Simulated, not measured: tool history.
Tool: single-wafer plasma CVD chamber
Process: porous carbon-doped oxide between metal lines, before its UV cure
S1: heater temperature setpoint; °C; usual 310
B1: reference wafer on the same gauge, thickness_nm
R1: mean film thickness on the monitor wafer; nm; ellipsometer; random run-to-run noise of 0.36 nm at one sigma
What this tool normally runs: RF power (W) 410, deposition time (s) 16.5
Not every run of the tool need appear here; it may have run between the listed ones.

run 1 hour=0 | S1=321 RF_power_(W)=410 deposition_time_(s)=14.8 | B1=64.93 | R1=64.654
run 2 hour=16.4 | S1=321 RF_power_(W)=410 deposition_time_(s)=14.8 | B1=64.888 | R1=63.927
run 3 hour=36.7 | S1=310 RF_power_(W)=410 deposition_time_(s)=16.5 | B1=64.873 | R1=74.386
run 4 hour=56.9 | S1=310 RF_power_(W)=410 deposition_time_(s)=16.5 | B1=64.936 | R1=75.046
run 5 hour=87.3 | S1=310 RF_power_(W)=410 deposition_time_(s)=16.5 | B1=64.847 | R1=74.83
run 6 hour=150.4 | S1=310 RF_power_(W)=410 deposition_time_(s)=15.3 | B1=64.996 | R1=69.476
run 7 hour=172.2 | S1=310 RF_power_(W)=410 deposition_time_(s)=15.3 | B1=64.858 | R1=68.843
-- hour=202.2 gauge calibrated
run 8 hour=262.7 | S1=310 RF_power_(W)=410 deposition_time_(s)=15.3 | B1=64.902 | R1=69.114
run 9 hour=290.1 | S1=310 RF_power_(W)=465 deposition_time_(s)=16.5 | B1=64.967 | R1=82.039
-- hour=303 thermocouple changed; heater temperature recalibrated
run 10 hour=306.9 | S1=310 RF_power_(W)=465 deposition_time_(s)=16.5 | B1=64.792 | R1=87.543
run 11 hour=340.3 | S1=310 RF_power_(W)=465 deposition_time_(s)=16.5 | B1=64.848 | R1=87.185
run 12 hour=361.3 | S1=310 RF_power_(W)=410 deposition_time_(s)=16.5 | B1=64.957 | R1=79.199
run 13 hour=383.3 | S1=310 RF_power_(W)=375 deposition_time_(s)=14.9 | B1=64.937 | R1=67.316
run 14 hour=396.9 | S1=310 RF_power_(W)=435 deposition_time_(s)=16.5 | B1=64.934 | R1=83.212
-- hour=413.3 RF generator calibrated
run 15 hour=413.8 | S1=310 RF_power_(W)=410 deposition_time_(s)=16.5 | B1=64.862 | R1=78.865
run 16 hour=434.4 | S1=297 RF_power_(W)=385 deposition_time_(s)=18.6 | B1=64.938 | R1=89.809
-- hour=444.5 thermocouple changed; heater temperature recalibrated, repeated, since the last time left the tool worse
-- hour=456.2 showerhead replaced
run 17 hour=464.9 | S1=310 RF_power_(W)=435 deposition_time_(s)=16.5 | B1=64.87 | R1=79.47
run 18 hour=487.9 | S1=295 RF_power_(W)=365 deposition_time_(s)=14.6 | B1=64.923 | R1=66.79
run 19 hour=503 | S1=310 RF_power_(W)=480 deposition_time_(s)=16.5 | B1=64.866 | R1=85.283
-- hour=507 gauge calibrated
run 20 hour=522.1 | S1=310 RF_power_(W)=410 deposition_time_(s)=16.5 | B1=64.889 | R1=75.956
run 21 hour=536.6 | S1=310 RF_power_(W)=410 deposition_time_(s)=16.5 | B1=64.948 | R1=76.294
run 22 hour=561.4 | S1=321 RF_power_(W)=410 deposition_time_(s)=16.5 | B1=64.877 | R1=72.046
run 23 hour=589.7 | S1=310 RF_power_(W)=410 deposition_time_(s)=13.4 | B1=64.86 | R1=62.43
run 24 hour=613.6 | S1=310 RF_power_(W)=410 deposition_time_(s)=14.1 | B1=64.917 | R1=65.87

Some steps in R1, run to run, broken into two amounts with sign: the step expected even without the hidden condition (settings, incoming material, random variation), and the rest, left for the hidden condition together with whatever gauge scatter is not in both the measured and the hidden-condition-free result:
Unlogged tool condition in this case: wafer temperature above the value expected at the setpoint (K); delivered RF power above the setpoint (%); gauge reads high (%).
Run 9 -> 10: thermocouple changed; heater temperature recalibrated. R1 +5.504 nm: hidden state +5.021, all else +0.483.
Run 13 -> 14: RF power (W) 375 -> 435, deposition time (s) 14.9 -> 16.5. R1 +15.896 nm: hidden state +0.54, all else +15.356.
Run 16 -> 17: S1 297 -> 310, RF power (W) 385 -> 435, deposition time (s) 18.6 -> 16.5, thermocouple changed; heater temperature recalibrated, repeated, since the last time left the tool worse, showerhead replaced. R1 -10.339 nm: hidden state -3.214, all else -7.125.
Run 18 -> 19: S1 295 -> 310, RF power (W) 365 -> 480, deposition time (s) 14.6 -> 16.5. R1 +18.493 nm: hidden state -0.021, all else +18.514.

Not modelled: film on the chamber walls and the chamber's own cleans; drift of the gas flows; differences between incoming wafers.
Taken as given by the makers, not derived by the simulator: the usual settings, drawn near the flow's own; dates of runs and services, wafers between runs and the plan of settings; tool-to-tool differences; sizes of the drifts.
